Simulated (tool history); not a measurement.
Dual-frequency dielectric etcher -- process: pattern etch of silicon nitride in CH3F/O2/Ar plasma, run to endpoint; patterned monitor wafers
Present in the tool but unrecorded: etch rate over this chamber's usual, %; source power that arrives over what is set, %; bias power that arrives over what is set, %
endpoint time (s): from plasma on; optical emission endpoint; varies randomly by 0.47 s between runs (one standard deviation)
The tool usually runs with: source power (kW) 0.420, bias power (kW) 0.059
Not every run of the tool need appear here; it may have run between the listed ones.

run    hour  source power (kW)  bias power (kW)  wafers since the last listed run  hours since the last wet clean  hours since the last source power generator calibration  hours since the last bias power generator calibration  hours since the last upper electrode change  incoming incoming film thickness, nm  endpoint time (s)
  1     0.0              0.420            0.056                                 0                           174.1                                                   3707.3                                                 3950.0                                       4033.8                                  51.9               83.8
  2    41.7              0.420            0.056                               385                           215.8                                                   3749.0                                                 3991.7                                       4075.5                                  52.5               85.1
  3   148.0              0.420            0.059                               981                           322.1                                                   3855.3                                                 4098.0                                       4181.8                                  51.7               81.4
  4   215.9              0.420            0.059                               627                           390.0                                                   3923.2                                                 4165.9                                       4249.7                                  52.3               83.3
      242.9  -- wet clean of the chamber
  5   258.9              0.420            0.059                               175                            16.0                                                   3966.2                                                 4208.9                                       4292.7                                  51.9               79.5
  6   351.8              0.420            0.059                               858                           108.9                                                   4059.1                                                 4301.8                                       4385.6                                  51.9               80.3
  7   393.7              0.420            0.050                               387                           150.8                                                   4101.0                                                 4343.7                                       4427.5                                  52.1               89.6
  8   465.1              0.390            0.059                               659                           222.2                                                   4172.4                                                 4415.1                                       4498.9                                  51.8               84.0
  9   545.8              0.390            0.059                               745                           302.9                                                   4253.1                                                 4495.8                                       4579.6                                  51.9               84.8
 10   589.6              0.470            0.070                               404                           346.7                                                   4296.9                                                 4539.6                                       4623.4                                  52.0               73.1
      623.6  -- upper electrode replaced
      628.7  -- wet clean of the chamber
      650.5  -- bias power generator calibrated
 11   694.5              0.340            0.048                               663                            65.8                                                   4401.8                                                   44.0                                         70.9                                  52.0               97.3
 12   756.7              0.380            0.070                               574                           128.0                                                   4464.0                                                  106.2                                        133.1                                  52.0               75.9
 13   814.0              0.420            0.068                               529                           185.3                                                   4521.3                                                  163.5                                        190.4                                  52.0               75.6
      863.6  -- source power generator calibrated
 14   919.5              0.360            0.059                               937                           290.8                                                     55.9                                                  269.0                                        295.9                                  52.9               88.2
     1013.3  -- wet clean of the chamber
 15  1013.8              0.420            0.059                               649                             0.5                                                    150.2                                                  363.3                                        390.2                                  52.1               80.6
 16  1071.2              0.490            0.059                               530                            57.9                                                    207.6                                                  420.7                                        447.6                                  52.4               76.7
 17  1170.1              0.420            0.059                               913                           156.8                                                    306.5                                                  519.6                                        546.5                                  52.2               81.2
 18  1264.8              0.420            0.059                               874                           251.5                                                    401.2                                                  614.3                                        641.2                                  52.2               82.6

What will run 19 give?
 19  1308.2              0.470            0.046                               400                           294.9                                                    444.6                                                  657.7                                        684.6                                  52.2                  ?

{"run 19": {"endpoint time (s)": 91.0}}
On a tool with no hidden condition, and with the same random variation, this run would have come out at endpoint time (s) 88.4.

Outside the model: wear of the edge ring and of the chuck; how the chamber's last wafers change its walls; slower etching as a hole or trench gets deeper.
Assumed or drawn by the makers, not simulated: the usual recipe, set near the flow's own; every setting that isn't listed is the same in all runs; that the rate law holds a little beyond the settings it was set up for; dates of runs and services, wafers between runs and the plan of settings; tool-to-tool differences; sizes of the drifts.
